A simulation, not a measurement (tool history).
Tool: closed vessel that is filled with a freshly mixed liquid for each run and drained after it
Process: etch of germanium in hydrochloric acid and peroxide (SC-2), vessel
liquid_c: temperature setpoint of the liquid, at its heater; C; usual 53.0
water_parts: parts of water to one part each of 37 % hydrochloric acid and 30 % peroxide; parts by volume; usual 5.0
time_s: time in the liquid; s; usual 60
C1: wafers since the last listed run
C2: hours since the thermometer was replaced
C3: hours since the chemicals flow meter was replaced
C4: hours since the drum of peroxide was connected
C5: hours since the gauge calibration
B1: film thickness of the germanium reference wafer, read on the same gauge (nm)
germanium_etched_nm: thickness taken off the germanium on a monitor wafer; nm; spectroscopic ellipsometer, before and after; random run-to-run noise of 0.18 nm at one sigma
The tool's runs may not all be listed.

{"run": 1, "hour": 0.0, "liquid_c": 53.0, "water_parts": 5.0, "time_s": 60, "C1": 0, "C2": 2718.7, "C3": 1978.3, "C4": 975.4, "C5": 107.4, "B1": 90.04, "germanium_etched_nm": 82.28}
{"run": 2, "hour": 10.5, "liquid_c": 56.5, "water_parts": 6.5, "time_s": 60, "C1": 1569, "C2": 2729.2, "C3": 1988.8, "C4": 985.9, "C5": 117.9, "B1": 90.05, "germanium_etched_nm": 91.41}
{"run": 3, "hour": 17.9, "liquid_c": 56.5, "water_parts": 6.5, "time_s": 60, "C1": 1105, "C2": 2736.6, "C3": 1996.2, "C4": 993.3, "C5": 125.3, "B1": 90.01, "germanium_etched_nm": 91.26}
{"run": 4, "hour": 35.4, "liquid_c": 53.0, "water_parts": 7.0, "time_s": 60, "C1": 2615, "C2": 2754.1, "C3": 2013.7, "C4": 1010.8, "C5": 142.8, "B1": 90.02, "germanium_etched_nm": 81.16}
{"run": 5, "hour": 53.1, "liquid_c": 53.0, "water_parts": 5.0, "time_s": 60, "C1": 2645, "C2": 2771.8, "C3": 2031.4, "C4": 1028.5, "C5": 160.5, "B1": 90.02, "germanium_etched_nm": 82.2}
{"run": 6, "hour": 67.7, "liquid_c": 53.0, "water_parts": 5.0, "time_s": 60, "C1": 2182, "C2": 2786.4, "C3": 2046.0, "C4": 1043.1, "C5": 175.1, "B1": 90.01, "germanium_etched_nm": 81.98}
{"run": 7, "hour": 82.9, "liquid_c": 53.0, "water_parts": 5.0, "time_s": 80, "C1": 2271, "C2": 2801.6, "C3": 2061.2, "C4": 1058.3, "C5": 190.3, "B1": 89.98, "germanium_etched_nm": 109.59}
{"hour": 93.3, "done": "thermometer replaced"}
{"run": 8, "hour": 99.6, "liquid_c": 53.0, "water_parts": 5.0, "time_s": 40, "C1": 2346, "C2": 6.3, "C3": 2077.9, "C4": 1075.0, "C5": 207.0, "B1": 90.01, "germanium_etched_nm": 59.12}
{"run": 9, "hour": 110.3, "liquid_c": 53.0, "water_parts": 5.0, "time_s": 40, "C1": 1599, "C2": 17.0, "C3": 2088.6, "C4": 1085.7, "C5": 217.7, "B1": 90.03, "germanium_etched_nm": 59.22}
{"run": 10, "hour": 124.0, "liquid_c": 45.5, "water_parts": 7.0, "time_s": 75, "C1": 2047, "C2": 30.7, "C3": 2102.3, "C4": 1099.4, "C5": 231.4, "B1": 90.02, "germanium_etched_nm": 85.69}
{"hour": 137.8, "done": "chemicals flow meter replaced"}
{"hour": 141.2, "done": "new drum of peroxide connected"}
{"run": 11, "hour": 141.7, "liquid_c": 59.0, "water_parts": 7.0, "time_s": 30, "C1": 2346, "C2": 48.4, "C3": 3.9, "C4": 0.5, "C5": 249.1, "B1": 90.02, "germanium_etched_nm": 52.69}
{"hour": 150.6, "done": "gauge calibrated"}
{"run": 12, "hour": 156.8, "liquid_c": 53.0, "water_parts": 6.5, "time_s": 70, "C1": 2256, "C2": 63.5, "C3": 19.0, "C4": 15.6, "C5": 6.2, "B1": 90.01, "germanium_etched_nm": 102.38}
{"run": 13, "hour": 172.9, "liquid_c": 48.0, "water_parts": 4.0, "time_s": 35, "C1": 2406, "C2": 79.6, "C3": 35.1, "C4": 31.7, "C5": 22.3, "B1": 90.05, "germanium_etched_nm": 44.27}
{"run": 14, "hour": 185.3, "liquid_c": 48.5, "water_parts": 6.0, "time_s": 60, "C1": 1853, "C2": 92.0, "C3": 47.5, "C4": 44.1, "C5": 34.7, "B1": 90.01, "germanium_etched_nm": 76.35}
{"run": 15, "hour": 202.3, "liquid_c": 47.5, "water_parts": 6.5, "time_s": 70, "C1": 2540, "C2": 109.0, "C3": 64.5, "C4": 61.1, "C5": 51.7, "B1": 89.95, "germanium_etched_nm": 85.99}
{"run": 16, "hour": 212.5, "liquid_c": 56.5, "water_parts": 4.5, "time_s": 70, "C1": 1524, "C2": 119.2, "C3": 74.7, "C4": 71.3, "C5": 61.9, "B1": 90.0, "germanium_etched_nm": 115.84}
{"run": 17, "hour": 221.7, "liquid_c": 62.0, "water_parts": 6.5, "time_s": 50, "C1": 1375, "C2": 128.4, "C3": 83.9, "C4": 80.5, "C5": 71.1, "B1": 90.03, "germanium_etched_nm": 96.52}
{"run": 18, "hour": 234.4, "liquid_c": 53.0, "water_parts": 5.0, "time_s": 60, "C1": 1898, "C2": 141.1, "C3": 96.6, "C4": 93.2, "C5": 83.8, "B1": 90.01, "germanium_etched_nm": 88.41}

Forecast each of these 3 alternatives for the next run:
{"run": "A", "hour": 235.1, "liquid_c": 53.0, "water_parts": 5.0, "time_s": 35, "C1": 104, "C2": 141.8, "C3": 97.3, "C4": 93.9, "C5": 84.5, "B1": "?", "germanium_etched_nm": "?"}
{"run": "B", "hour": 235.1, "liquid_c": 45.0, "water_parts": 7.0, "time_s": 90, "C1": 104, "C2": 141.8, "C3": 97.3, "C4": 93.9, "C5": 84.5, "B1": "?", "germanium_etched_nm": "?"}
{"run": "C", "hour": 235.1, "liquid_c": 47.0, "water_parts": 7.0, "time_s": 90, "C1": 104, "C2": 141.8, "C3": 97.3, "C4": 93.9, "C5": 84.5, "B1": "?", "germanium_etched_nm": "?"}

run=A B1=90.04 germanium_etched_nm=51.79
run=B B1=90.04 germanium_etched_nm=101.51
run=C B1=90.04 germanium_etched_nm=108.41
The same runs, with their run-to-run variation unchanged, on a tool lacking any hidden condition would have given:
run=A germanium_etched_nm=52.56
run=B germanium_etched_nm=103.10
run=C germanium_etched_nm=110.08
